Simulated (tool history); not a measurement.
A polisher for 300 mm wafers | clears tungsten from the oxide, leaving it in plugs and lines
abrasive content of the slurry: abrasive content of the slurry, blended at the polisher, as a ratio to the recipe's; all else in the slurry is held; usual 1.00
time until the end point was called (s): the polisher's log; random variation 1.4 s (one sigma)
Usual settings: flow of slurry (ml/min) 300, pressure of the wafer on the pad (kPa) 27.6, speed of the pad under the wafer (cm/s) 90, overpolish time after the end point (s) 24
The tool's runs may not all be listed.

run   hour  flow of slurry (ml/min)  pressure of the wafer on the pad (kPa)  speed of the pad under the wafer (cm/s)  abrasive content of the slurry  overpolish time after the end point (s)  wafers since the last listed run  wafers polished on this pad  hours since the slurry nozzle was cleaned  hours since the head pressure was calibrated  hours since the slurry blender was calibrated  hours since the slurry got fresh peroxide  incoming thickness of the incoming film, nm  time until the end point was called (s)
  1    0.0                      300                                    27.6                                       90                            1.00                                       24                                 0                          779                                      193.9                                         964.1                                          319.5                                      139.2                                        369.8                                     82.8
  2   15.6                      300                                    27.6                                       90                            1.00                                       24                               160                          939                                      209.5                                         979.7                                          335.1                                      154.8                                        368.1                                     81.9
      35.2  -- worn pad replaced by a new one
  3   35.7                      300                                    27.6                                       90                            1.00                                       24                               165                            5                                      229.6                                         999.8                                          355.2                                      174.9                                        371.7                                     86.4
      40.9  -- slurry tank refilled with fresh slurry and peroxide
  4   48.2                      300                                    27.6                                       90                            1.00                                       24                               118                          123                                      242.1                                        1012.3                                          367.7                                        7.3                                        371.4                                     83.3
  5   57.8                      300                                    34.5                                       90                            1.00                                       24                                98                          221                                      251.7                                        1021.9                                          377.3                                       16.9                                        363.6                                     68.1
  6   93.5                      300                                    34.5                                       90                            1.00                                       24                               366                          588                                      287.4                                        1057.6                                          413.0                                       52.6                                        372.9                                     70.0
  7  100.1                      300                                    27.6                                       90                            1.00                                       24                                67                          656                                      294.0                                        1064.2                                          419.6                                       59.2                                        373.0                                     81.6
  8  112.3                      300                                    27.6                                       90                            1.00                                       24                               125                          781                                      306.2                                        1076.4                                          431.8                                       71.4                                        372.2                                     84.3
     129.3  -- worn pad replaced by a new one
     130.2  -- slurry blender recalibrated
  9  130.7                      300                                    27.6                                       90                            1.00                                       24                               138                            5                                      324.6                                        1094.8                                            0.5                                       89.8                                        375.5                                     81.7
 10  137.3                      300                                    27.6                                       90                            1.00                                       24                                67                           72                                      331.2                                        1101.4                                            7.1                                       96.4                                        368.8                                     82.7
 11  146.1                      300                                    27.6                                       90                            1.00                                       24                                90                          163                                      340.0                                        1110.2                                           15.9                                      105.2                                        362.3                                     80.4
 12  154.8                      300                                    19.3                                      108                            1.15                                       24                                89                          252                                      348.7                                        1118.9                                           24.6                                      113.9                                        370.5                                     91.2
 13  167.4                      300                                    27.6                                       90                            1.00                                       24                               129                          381                                      361.3                                        1131.5                                           37.2                                      126.5                                        370.8                                     83.4
 14  177.8                      350                                    27.6                                       66                            1.00                                       24                               106                          488                                      371.7                                        1141.9                                           47.6                                      136.9                                        364.2                                    101.6

The next listed run, before its measurement:
     185.3  -- head pressure recalibrated
 15  193.1                      300                                    27.6                                       90                            1.00                                       11                               136                          624                                      387.0                                           7.8                                           62.9                                      152.2                                        371.2                                        ?

Run 15 gave time until the end point was called (s) 81.6.
Without the tool's hidden state the same run would have given time until the end point was called (s) 81.6.
